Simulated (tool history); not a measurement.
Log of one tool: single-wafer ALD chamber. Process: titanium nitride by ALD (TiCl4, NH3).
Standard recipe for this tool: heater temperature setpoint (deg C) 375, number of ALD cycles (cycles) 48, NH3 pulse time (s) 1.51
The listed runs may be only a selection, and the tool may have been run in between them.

| run | hour | heater temperature setpoint (deg C) | number of ALD cycles (cycles) | NH3 pulse time (s) | read-back reference wafer on the same gauge, thickness_nm | mean film thickness on the monitor wafer (Å) |
|---|---|---|---|---|---|---|
| 1 | 0.0 | 375 | 48 | 1.51 | 1.029 | 10.25 |
| 2 | 43.2 | 375 | 48 | 1.51 | 1.030 | 10.25 |
| 3 | 93.6 | 375 | 48 | 1.51 | 1.030 | 10.26 |
| 4 | 196.4 | 375 | 41 | 1.51 | 1.029 | 8.76 |
| 5 | 285.6 | 375 | 48 | 1.51 | 1.030 | 10.29 |
| 6 | 340.2 | 375 | 48 | 1.51 | 1.030 | 10.20 |
| 7 | 552.8 | 375 | 48 | 1.51 | 1.029 | 10.23 |
| 8 | 644.5 | 375 | 48 | 1.51 | 1.030 | 10.18 |
| 9 | 726.1 | 375 | 48 | 1.78 | 1.031 | 10.34 |
| 10 | 821.6 | 375 | 48 | 1.51 | 1.031 | 10.21 |
| 11 | 926.2 | 375 | 48 | 1.51 | 1.030 | 10.14 |
|  | 957.9 | thermocouple changed; heater temperature recalibrated |
| 12 | 1185.5 | 375 | 48 | 1.51 | 1.029 | 10.29 |
| 13 | 1228.7 | 361 | 48 | 1.51 | 1.030 | 9.93 |
|  | 1266.2 | showerhead replaced |
| 14 | 1282.5 | 384 | 43 | 1.51 | 1.030 | 9.33 |

What does the tool deliver on the next run?
|  | 1314.1 | gauge calibrated |
| 15 | 1334.0 | 386 | 48 | 1.51 | ? | ? |

read-back reference wafer on the same gauge, thickness_nm: 1.031
mean film thickness on the monitor wafer (Å): 10.45
If the tool had no hidden condition, the same run with the same run-to-run variation would have returned mean film thickness on the monitor wafer (Å) 10.46.
